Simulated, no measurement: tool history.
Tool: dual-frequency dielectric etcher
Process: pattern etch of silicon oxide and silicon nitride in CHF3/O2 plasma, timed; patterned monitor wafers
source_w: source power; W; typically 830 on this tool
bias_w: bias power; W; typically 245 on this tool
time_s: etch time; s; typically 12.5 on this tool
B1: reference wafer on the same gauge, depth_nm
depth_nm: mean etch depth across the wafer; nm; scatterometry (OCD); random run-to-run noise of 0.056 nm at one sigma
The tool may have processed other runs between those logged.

{"run": 1, "hour": 0.0, "source_w": 830, "bias_w": 245, "time_s": 12.5, "B1": 18.6, "depth_nm": 22.37}
{"run": 2, "hour": 57.0, "source_w": 830, "bias_w": 245, "time_s": 12.5, "B1": 18.61, "depth_nm": 22.49}
{"run": 3, "hour": 126.9, "source_w": 830, "bias_w": 245, "time_s": 12.5, "B1": 18.6, "depth_nm": 22.43}
{"run": 4, "hour": 174.0, "source_w": 830, "bias_w": 245, "time_s": 12.5, "B1": 18.61, "depth_nm": 22.45}
{"hour": 177.2, "done": "gauge calibrated"}
{"run": 5, "hour": 228.9, "source_w": 830, "bias_w": 245, "time_s": 12.5, "B1": 18.6, "depth_nm": 22.5}
{"run": 6, "hour": 260.8, "source_w": 830, "bias_w": 245, "time_s": 15.5, "B1": 18.6, "depth_nm": 27.77}
{"hour": 304.3, "done": "bias power generator calibrated"}
{"hour": 307.1, "done": "wet clean of the chamber"}
{"run": 7, "hour": 321.2, "source_w": 830, "bias_w": 245, "time_s": 15.5, "B1": 18.59, "depth_nm": 27.13}
{"run": 8, "hour": 375.3, "source_w": 830, "bias_w": 245, "time_s": 12.5, "B1": 18.61, "depth_nm": 21.89}
{"run": 9, "hour": 405.5, "source_w": 830, "bias_w": 245, "time_s": 12.5, "B1": 18.59, "depth_nm": 21.86}
{"run": 10, "hour": 443.0, "source_w": 650, "bias_w": 287, "time_s": 12.5, "B1": 18.61, "depth_nm": 20.63}
{"run": 11, "hour": 558.1, "source_w": 830, "bias_w": 205, "time_s": 12.5, "B1": 18.58, "depth_nm": 20.43}
{"run": 12, "hour": 618.9, "source_w": 920, "bias_w": 226, "time_s": 14, "B1": 18.6, "depth_nm": 25}
{"hour": 636.2, "done": "source power generator calibrated"}
{"run": 13, "hour": 669.3, "source_w": 1010, "bias_w": 285, "time_s": 11, "B1": 18.58, "depth_nm": 22.63}
{"hour": 720.1, "done": "wet clean of the chamber"}
{"run": 14, "hour": 736.5, "source_w": 830, "bias_w": 245, "time_s": 12.5, "B1": 18.62, "depth_nm": 21.83}
{"run": 15, "hour": 769.4, "source_w": 830, "bias_w": 245, "time_s": 12.5, "B1": 18.59, "depth_nm": 21.97}
{"run": 16, "hour": 803.5, "source_w": 830, "bias_w": 300, "time_s": 14.5, "B1": 18.6, "depth_nm": 27.67}
{"run": 17, "hour": 866.6, "source_w": 970, "bias_w": 223, "time_s": 12.5, "B1": 18.61, "depth_nm": 22.82}
{"run": 18, "hour": 931.3, "source_w": 830, "bias_w": 245, "time_s": 12.5, "B1": 18.6, "depth_nm": 22.05}
{"hour": 984.9, "done": "upper electrode replaced"}
{"run": 19, "hour": 1024.0, "source_w": 830, "bias_w": 245, "time_s": 12.5, "B1": 18.58, "depth_nm": 21.95}
{"run": 20, "hour": 1067.9, "source_w": 950, "bias_w": 303, "time_s": 11, "B1": 18.63, "depth_nm": 22.51}
{"hour": 1114.3, "done": "wet clean of the chamber"}
{"run": 21, "hour": 1127.2, "source_w": 830, "bias_w": 203, "time_s": 15, "B1": 18.6, "depth_nm": 24.38}
{"hour": 1155.1, "done": "gauge calibrated"}
{"run": 22, "hour": 1160.1, "source_w": 830, "bias_w": 245, "time_s": 14, "B1": 18.59, "depth_nm": 24.55}
{"run": 23, "hour": 1281.0, "source_w": 830, "bias_w": 263, "time_s": 11, "B1": 18.59, "depth_nm": 19.87}
{"run": 24, "hour": 1326.6, "source_w": 690, "bias_w": 245, "time_s": 12.5, "B1": 18.59, "depth_nm": 19.97}
{"hour": 1486.4, "done": "wet clean of the chamber"}
{"run": 25, "hour": 1486.8, "source_w": 830, "bias_w": 245, "time_s": 12.5, "B1": 18.6, "depth_nm": 21.85}
{"run": 26, "hour": 1513.5, "source_w": 830, "bias_w": 198, "time_s": 12.5, "B1": 18.6, "depth_nm": 20.09}
{"run": 27, "hour": 1551.9, "source_w": 830, "bias_w": 245, "time_s": 12.5, "B1": 18.59, "depth_nm": 21.88}
{"run": 28, "hour": 1595.9, "source_w": 830, "bias_w": 264, "time_s": 11, "B1": 18.61, "depth_nm": 20.01}

Some steps in depth_nm between neighbouring runs. How much of each would the tool show without its hidden state too (settings, what came in, random variation), and how much is left for the hidden state, with any gauge scatter that isn't in both results?
Hidden state at play: etch rate over this chamber's usual, %; source power that arrives over what is set, %; bias power that arrives over what is set, %; gauge reads high (%).
Run 5 -> 6: time_s 12.5 -> 15.5. depth_nm +5.27 nm: hidden state +0.12, all else +5.15.
Run 6 -> 7: bias power generator calibrated, wet clean of the chamber. depth_nm -0.64 nm: hidden state -0.65, all else +0.01.
Run 15 -> 16: bias_w 245 -> 300, time_s 12.5 -> 14.5. depth_nm +5.7 nm: hidden state -0.02, all else +5.72.

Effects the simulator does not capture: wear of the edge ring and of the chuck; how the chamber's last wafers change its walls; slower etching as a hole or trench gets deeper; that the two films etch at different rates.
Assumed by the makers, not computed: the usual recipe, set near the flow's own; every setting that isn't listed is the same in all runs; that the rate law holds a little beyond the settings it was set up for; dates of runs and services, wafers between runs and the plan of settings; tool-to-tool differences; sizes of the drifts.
